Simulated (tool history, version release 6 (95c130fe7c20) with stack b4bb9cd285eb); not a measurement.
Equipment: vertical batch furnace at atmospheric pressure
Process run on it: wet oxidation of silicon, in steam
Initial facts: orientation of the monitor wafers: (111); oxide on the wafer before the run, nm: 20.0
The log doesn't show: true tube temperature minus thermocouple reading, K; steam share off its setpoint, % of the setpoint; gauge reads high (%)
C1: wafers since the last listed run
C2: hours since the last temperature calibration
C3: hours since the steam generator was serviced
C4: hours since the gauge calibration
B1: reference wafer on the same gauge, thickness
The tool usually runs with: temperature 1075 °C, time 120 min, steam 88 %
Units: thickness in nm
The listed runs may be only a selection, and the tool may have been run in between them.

run 1 day=0 | temperature=1075 time=120 steam=88 | C1=0 C2=3031.8 C3=2091.3 C4=562 | B1=1051.44 | thickness=941.38
run 2 day=2.888 | temperature=1075 time=120 steam=88 | C1=1153 C2=3101.1 C3=2160.6 C4=631.3 | B1=1052.36 | thickness=935.91
run 3 day=6.438 | temperature=1075 time=120 steam=88 | C1=1417 C2=3186.3 C3=2245.8 C4=716.5 | B1=1052.1 | thickness=937.72
run 4 day=10.283 | temperature=1058 time=120 steam=88 | C1=1535 C2=3278.6 C3=2338.1 C4=808.8 | B1=1051.88 | thickness=880.78
run 5 day=13.975 | temperature=1058 time=120 steam=88 | C1=1474 C2=3367.2 C3=2426.7 C4=897.4 | B1=1052.17 | thickness=877.84
-- day=19.833 gauge calibrated
-- day=25.804 steam generator serviced
run 6 day=25.854 | temperature=1058 time=120 steam=88 | C1=4344 C2=3652.3 C3=1.2 C4=144.5 | B1=1052.09 | thickness=901.94
-- day=28.146 thermocouples replaced and temperature profile calibrated
run 7 day=29.671 | temperature=1075 time=120 steam=88 | C1=1124 C2=36.6 C3=92.8 C4=236.1 | B1=1051.53 | thickness=958.97
run 8 day=31.229 | temperature=1061 time=92.5 steam=81 | C1=622 C2=74 C3=130.2 C4=273.5 | B1=1051.93 | thickness=756.28
run 9 day=33.3 | temperature=1061 time=88.5 steam=93 | C1=826 C2=123.7 C3=179.9 C4=323.2 | B1=1052.04 | thickness=797.42
run 10 day=35.412 | temperature=1075 time=154 steam=95 | C1=843 C2=174.4 C3=230.6 C4=373.9 | B1=1052.49 | thickness=1136.3
run 11 day=37.733 | temperature=1086 time=78 steam=80 | C1=926 C2=230.1 C3=286.3 C4=429.6 | B1=1051.66 | thickness=746.78
run 12 day=41.133 | temperature=1057 time=164.5 steam=97 | C1=1357 C2=311.7 C3=367.9 C4=511.2 | B1=1052.22 | thickness=1119.87
run 13 day=43.508 | temperature=1075 time=120 steam=88 | C1=948 C2=368.7 C3=424.9 C4=568.2 | B1=1052.51 | thickness=956.1
run 14 day=47.812 | temperature=1075 time=120 steam=88 | C1=1718 C2=472 C3=528.2 C4=671.5 | B1=1052.36 | thickness=954.72

Entry by entry between the runs, the difference in hidden state between the last listed run before and the first listed run after:
From run 5 to run 6: gauge calibrated (day 19.833); steam generator serviced (day 25.804)
  steam share off its setpoint, % of the setpoint: -5.79 -> -0.793
  what was measured, less what the result would be without the hidden state, thickness: -28.79 -> -3.88 nm
From run 6 to run 7: thermocouples replaced and temperature profile calibrated (day 28.146)
  steam share off its setpoint, % of the setpoint: -0.793 -> -0.801
  what was measured, less what the result would be without the hidden state, thickness: -3.88 -> -4.11 nm

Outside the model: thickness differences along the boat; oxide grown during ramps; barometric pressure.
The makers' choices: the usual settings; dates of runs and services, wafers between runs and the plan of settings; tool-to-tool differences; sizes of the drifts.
